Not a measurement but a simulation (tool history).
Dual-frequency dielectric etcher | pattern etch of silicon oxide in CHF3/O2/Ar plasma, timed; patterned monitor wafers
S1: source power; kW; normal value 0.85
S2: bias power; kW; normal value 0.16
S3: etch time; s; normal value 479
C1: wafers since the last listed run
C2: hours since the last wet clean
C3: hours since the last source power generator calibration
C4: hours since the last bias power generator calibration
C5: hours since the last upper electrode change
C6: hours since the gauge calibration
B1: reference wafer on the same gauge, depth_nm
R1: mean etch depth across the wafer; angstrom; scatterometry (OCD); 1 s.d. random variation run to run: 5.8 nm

Run 1, hour 0: usual settings; C1 0; C2 630.1; C3 2863.9; C4 3680; C5 377.5; C6 3143.1; B1 1070.3. Result: R1 12317 angstrom.
At hour 35.6: source power generator calibrated.
Run 2, hour 37.9: usual settings; C1 163; C2 668; C3 2.3; C4 3717.9; C5 415.4; C6 3181; B1 1069.7. Result: R1 12334 angstrom.
At hour 128.6: wet clean of the chamber.
Run 3, hour 129.1: usual settings but S1 0.71 kW; C1 324; C2 0.5; C3 93.5; C4 3809.1; C5 506.6; C6 3272.2; B1 1069.8. Result: R1 11271 angstrom.
Run 4, hour 190.3: usual settings but S1 0.71 kW; C1 295; C2 61.7; C3 154.7; C4 3870.3; C5 567.8; C6 3333.4; B1 1070.4. Result: R1 11197 angstrom.
Run 5, hour 237.3: usual settings but S1 0.71 kW; C1 226; C2 108.7; C3 201.7; C4 3917.3; C5 614.8; C6 3380.4; B1 1070.8. Result: R1 11355 angstrom.
Run 6, hour 278.1: usual settings but S3 537.5 s; C1 196; C2 149.5; C3 242.5; C4 3958.1; C5 655.6; C6 3421.2; B1 1071.2. Result: R1 13479 angstrom.
At hour 322.5: gauge calibrated.
Run 7, hour 334: usual settings but S2 0.121 kW; C1 269; C2 205.4; C3 298.4; C4 4014; C5 711.5; C6 11.5; B1 1069.2. Result: R1 11443 angstrom.
Run 8, hour 437.1: usual settings; C1 497; C2 308.5; C3 401.5; C4 4117.1; C5 814.6; C6 114.6; B1 1069.5. Result: R1 12172 angstrom.
Run 9, hour 499.2: usual settings but S1 0.99 kW, S2 0.193 kW, S3 364 s; C1 299; C2 370.6; C3 463.6; C4 4179.2; C5 876.7; C6 176.7; B1 1070.7. Result: R1 10175 angstrom.
Run 10, hour 542: usual settings but S1 0.76 kW, S2 0.179 kW, S3 429.5 s; C1 206; C2 413.4; C3 506.4; C4 4222; C5 919.5; C6 219.5; B1 1070.5. Result: R1 10847 angstrom.
Run 11, hour 599.1: usual settings but S1 0.95 kW, S3 541 s; C1 275; C2 470.5; C3 563.5; C4 4279.1; C5 976.6; C6 276.6; B1 1069.5. Result: R1 14479 angstrom.
Run 12, hour 706.6: usual settings; C1 518; C2 578; C3 671; C4 4386.6; C5 1084.1; C6 384.1; B1 1070. Result: R1 12313 angstrom.
Run 13, hour 798.1: usual settings; C1 441; C2 669.5; C3 762.5; C4 4478.1; C5 1175.6; C6 475.6; B1 1069.8. Result: R1 12341 angstrom.
At hour 895.4: wet clean of the chamber.
Run 14, hour 900.4: usual settings but S1 0.71 kW, S2 0.175 kW, S3 385.5 s; C1 377; C2 5; C3 864.8; C4 4580.4; C5 1277.9; C6 577.9; B1 1069.5. Result: R1 9107 angstrom.
At hour 950.2: bias power generator calibrated.
Run 15, hour 983.7: usual settings; C1 382; C2 88.3; C3 948.1; C4 33.5; C5 1361.2; C6 661.2; B1 1069.2. Result: R1 11849 angstrom.
Run 16, hour 1043.8: usual settings but S1 0.99 kW, S2 0.124 kW, S3 428 s; C1 289; C2 148.4; C3 1008.2; C4 93.6; C5 1421.3; C6 721.3; B1 1069.7. Result: R1 10669 angstrom.
Run 17, hour 1090.2: usual settings but S3 574 s; C1 223; C2 194.8; C3 1054.6; C4 140; C5 1467.7; C6 767.7; B1 1070. Result: R1 14310 angstrom.
Run 18, hour 1126.9: usual settings but S2 0.123 kW; C1 177; C2 231.5; C3 1091.3; C4 176.7; C5 1504.4; C6 804.4; B1 1070. Result: R1 11381 angstrom.
Run 19, hour 1173.5: usual settings but S1 0.68 kW, S2 0.171 kW; C1 224; C2 278.1; C3 1137.9; C4 223.3; C5 1551; C6 851; B1 1069.8. Result: R1 11295 angstrom.
Run 20, hour 1252.6: usual settings but S1 1.01 kW, S2 0.146 kW, S3 577 s; C1 381; C2 357.2; C3 1217; C4 302.4; C5 1630.1; C6 930.1; B1 1069.2. Result: R1 15300 angstrom.
Run 21, hour 1329.9: usual settings but S1 0.65 kW; C1 372; C2 434.5; C3 1294.3; C4 379.7; C5 1707.4; C6 1007.4; B1 1071.1. Result: R1 11171 angstrom.
Run 22, hour 1428.7: usual settings; C1 476; C2 533.3; C3 1393.1; C4 478.5; C5 1806.2; C6 1106.2; B1 1068.5. Result: R1 12262 angstrom.
Run 23, hour 1514.2: usual settings but S2 0.173 kW, S3 391.5 s; C1 412; C2 618.8; C3 1478.6; C4 564; C5 1891.7; C6 1191.7; B1 1070.4. Result: R1 10258 angstrom.
Run 24, hour 1554.7: usual settings but S1 1 kW, S2 0.194 kW, S3 357.5 s; C1 195; C2 659.3; C3 1519.1; C4 604.5; C5 1932.2; C6 1232.2; B1 1070.1. Result: R1 10055 angstrom.
Run 25, hour 1655.8: usual settings but S1 0.72 kW, S3 366 s; C1 487; C2 760.4; C3 1620.2; C4 705.6; C5 2033.3; C6 1333.3; B1 1070.1. Result: R1 8987 angstrom.
At hour 1692.3: wet clean of the chamber.
Run 26, hour 1698.2: usual settings but S1 1.01 kW, S2 0.185 kW, S3 415 s; C1 88; C2 5.9; C3 1662.6; C4 748; C5 2075.7; C6 1375.7; B1 1070.4. Result: R1 11240 angstrom.
Run 27, hour 1742.6: usual settings but S2 0.196 kW, S3 618.5 s; C1 214; C2 50.3; C3 1707; C4 792.4; C5 2120.1; C6 1420.1; B1 1069.7. Result: R1 15828 angstrom.
Run 28, hour 1828: usual settings but S1 1 kW, S2 0.125 kW, S3 547.5 s; C1 412; C2 135.7; C3 1792.4; C4 877.8; C5 2205.5; C6 1505.5; B1 1071.1. Result: R1 13722 angstrom.
Run 29, hour 2137.6: usual settings; C1 1493; C2 445.3; C3 2102; C4 1187.4; C5 2515.1; C6 1815.1; B1 1070.1. Result: R1 12128 angstrom.

Had the tool no unlogged condition, and each run kept its random variation, what would the results have been?
What the log doesn't record here: etch rate over this chamber's usual, %; source power that arrives over what is set, %; bias power that arrives over what is set, %; gauge reads high (%).
run     R1
  1  11794
  2  11782
  3  11182
  4  11064
  5  11185
  6  13243
  7  11202
  8  11836
  9   9854
 10  10477
 11  13934
 12  11769
 13  11728
 14   9097
 15  11770
 16  10557
 17  14115
 18  11200
 19  11081
 20  14933
 21  10849
 22  11834
 23   9846
 24   9626
 25   8549
 26  11292
 27  15854
 28  13667
 29  11837
